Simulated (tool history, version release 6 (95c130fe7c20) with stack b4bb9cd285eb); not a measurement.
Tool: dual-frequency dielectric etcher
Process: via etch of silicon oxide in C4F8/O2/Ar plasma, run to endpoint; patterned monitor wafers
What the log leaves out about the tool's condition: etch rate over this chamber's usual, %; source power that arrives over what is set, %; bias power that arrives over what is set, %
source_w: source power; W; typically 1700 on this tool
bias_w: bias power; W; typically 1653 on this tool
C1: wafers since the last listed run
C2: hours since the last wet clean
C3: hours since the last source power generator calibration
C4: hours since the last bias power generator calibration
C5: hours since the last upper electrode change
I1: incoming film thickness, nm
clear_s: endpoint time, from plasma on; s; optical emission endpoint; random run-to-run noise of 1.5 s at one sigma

run 1 day=0.000 | source_w=1890 bias_w=1653 | C1=0 C2=264.1 C3=2129.5 C4=3187.9 C5=4179.8 | I1=2139.0 | clear_s=477.1
run 2 day=1.162 | source_w=1700 bias_w=1653 | C1=93 C2=292.0 C3=2157.4 C4=3215.8 C5=4207.7 | I1=2141.9 | clear_s=497.8
run 3 day=2.171 | source_w=1700 bias_w=1653 | C1=80 C2=316.2 C3=2181.6 C4=3240.0 C5=4231.9 | I1=2130.6 | clear_s=497.8
run 4 day=3.150 | source_w=1700 bias_w=1653 | C1=78 C2=339.7 C3=2205.1 C4=3263.5 C5=4255.4 | I1=2137.7 | clear_s=498.7
run 5 day=4.033 | source_w=1700 bias_w=1361 | C1=70 C2=360.9 C3=2226.3 C4=3284.7 C5=4276.6 | I1=2142.6 | clear_s=542.2
run 6 day=4.858 | source_w=1370 bias_w=1653 | C1=66 C2=380.7 C3=2246.1 C4=3304.5 C5=4296.4 | I1=2133.3 | clear_s=540.9
run 7 day=5.604 | source_w=1390 bias_w=1653 | C1=59 C2=398.6 C3=2264.0 C4=3322.4 C5=4314.3 | I1=2138.5 | clear_s=545.3
run 8 day=6.542 | source_w=1390 bias_w=1653 | C1=75 C2=421.1 C3=2286.5 C4=3344.9 C5=4336.8 | I1=2157.0 | clear_s=544.9
run 9 day=7.258 | source_w=1390 bias_w=1653 | C1=57 C2=438.3 C3=2303.7 C4=3362.1 C5=4354.0 | I1=2171.4 | clear_s=553.6
run 10 day=8.608 | source_w=1700 bias_w=1653 | C1=108 C2=470.7 C3=2336.1 C4=3394.5 C5=4386.4 | I1=2163.7 | clear_s=510.8
-- day=11.588 upper electrode replaced
-- day=11.633 wet clean of the chamber
run 11 day=11.654 | source_w=1700 bias_w=1653 | C1=160 C2=0.5 C3=2409.2 C4=3467.6 C5=1.6 | I1=2128.4 | clear_s=485.5
run 12 day=11.671 | source_w=1700 bias_w=1653 | C1=1 C2=0.9 C3=2409.6 C4=3468.0 C5=2.0 | I1=2146.1 | clear_s=487.8
run 13 day=12.417 | source_w=1700 bias_w=1653 | C1=59 C2=18.8 C3=2427.5 C4=3485.9 C5=19.9 | I1=2145.0 | clear_s=490.0
run 14 day=13.225 | source_w=1550 bias_w=1653 | C1=64 C2=38.2 C3=2446.9 C4=3505.3 C5=39.3 | I1=2144.1 | clear_s=509.1
run 15 day=14.258 | source_w=1700 bias_w=1653 | C1=82 C2=63.0 C3=2471.7 C4=3530.1 C5=64.1 | I1=2153.9 | clear_s=489.7
run 16 day=15.088 | source_w=1700 bias_w=1653 | C1=66 C2=82.9 C3=2491.6 C4=3550.0 C5=84.0 | I1=2124.7 | clear_s=482.2
run 17 day=16.375 | source_w=1700 bias_w=1653 | C1=103 C2=113.8 C3=2522.5 C4=3580.9 C5=114.9 | I1=2121.9 | clear_s=485.5
-- day=16.929 bias power generator calibrated
-- day=17.475 source power generator calibrated
run 18 day=17.588 | source_w=1560 bias_w=2066 | C1=70 C2=142.9 C3=2.7 C4=15.8 C5=144.0 | I1=2127.1 | clear_s=455.8
run 19 day=22.000 | source_w=1700 bias_w=1313 | C1=353 C2=248.8 C3=108.6 C4=121.7 C5=249.9 | I1=2140.8 | clear_s=551.4
run 20 day=22.867 | source_w=1700 bias_w=2045 | C1=69 C2=269.6 C3=129.4 C4=142.5 C5=270.7 | I1=2142.5 | clear_s=448.2
run 21 day=24.200 | source_w=1480 bias_w=2035 | C1=106 C2=301.6 C3=161.4 C4=174.5 C5=302.7 | I1=2137.3 | clear_s=475.5
run 22 day=25.396 | source_w=1420 bias_w=1411 | C1=95 C2=330.3 C3=190.1 C4=203.2 C5=331.4 | I1=2143.3 | clear_s=574.0
run 23 day=26.588 | source_w=1890 bias_w=1498 | C1=95 C2=358.9 C3=218.7 C4=231.8 C5=360.0 | I1=2148.7 | clear_s=499.0
run 24 day=27.100 | source_w=1450 bias_w=1982 | C1=41 C2=371.2 C3=231.0 C4=244.1 C5=372.3 | I1=2169.0 | clear_s=494.1
run 25 day=28.371 | source_w=2030 bias_w=1421 | C1=101 C2=401.7 C3=261.5 C4=274.6 C5=402.8 | I1=2113.8 | clear_s=488.8
run 26 day=29.096 | source_w=1700 bias_w=2004 | C1=58 C2=419.1 C3=278.9 C4=292.0 C5=420.2 | I1=2123.4 | clear_s=453.5
run 27 day=29.917 | source_w=1860 bias_w=1262 | C1=65 C2=438.8 C3=298.6 C4=311.7 C5=439.9 | I1=2140.8 | clear_s=545.0
run 28 day=30.538 | source_w=1450 bias_w=1982 | C1=49 C2=453.7 C3=313.5 C4=326.6 C5=454.8 | I1=2136.9 | clear_s=486.1
run 29 day=31.108 | source_w=1700 bias_w=1653 | C1=45 C2=467.4 C3=327.2 C4=340.3 C5=468.5 | I1=2150.6 | clear_s=501.5

3 options for the next run, each taken on its own from the tool as it stands now. Forecast them:
run A day=31.129 | source_w=1700 bias_w=1879 | C1=1 C2=467.9 C3=327.7 C4=340.8 C5=469.0 | I1=2126.0 | clear_s=?
run B day=31.129 | source_w=1700 bias_w=1274 | C1=1 C2=467.9 C3=327.7 C4=340.8 C5=469.0 | I1=2126.0 | clear_s=?
run C day=31.129 | source_w=1700 bias_w=1803 | C1=1 C2=467.9 C3=327.7 C4=340.8 C5=469.0 | I1=2126.0 | clear_s=?

run=A clear_s=467.1
run=B clear_s=557.1
run=C clear_s=475.6
The same runs, with their run-to-run variation unchanged, on a tool lacking any hidden condition would have given:
run=A clear_s=458.3
run=B clear_s=546.6
run=C clear_s=466.6

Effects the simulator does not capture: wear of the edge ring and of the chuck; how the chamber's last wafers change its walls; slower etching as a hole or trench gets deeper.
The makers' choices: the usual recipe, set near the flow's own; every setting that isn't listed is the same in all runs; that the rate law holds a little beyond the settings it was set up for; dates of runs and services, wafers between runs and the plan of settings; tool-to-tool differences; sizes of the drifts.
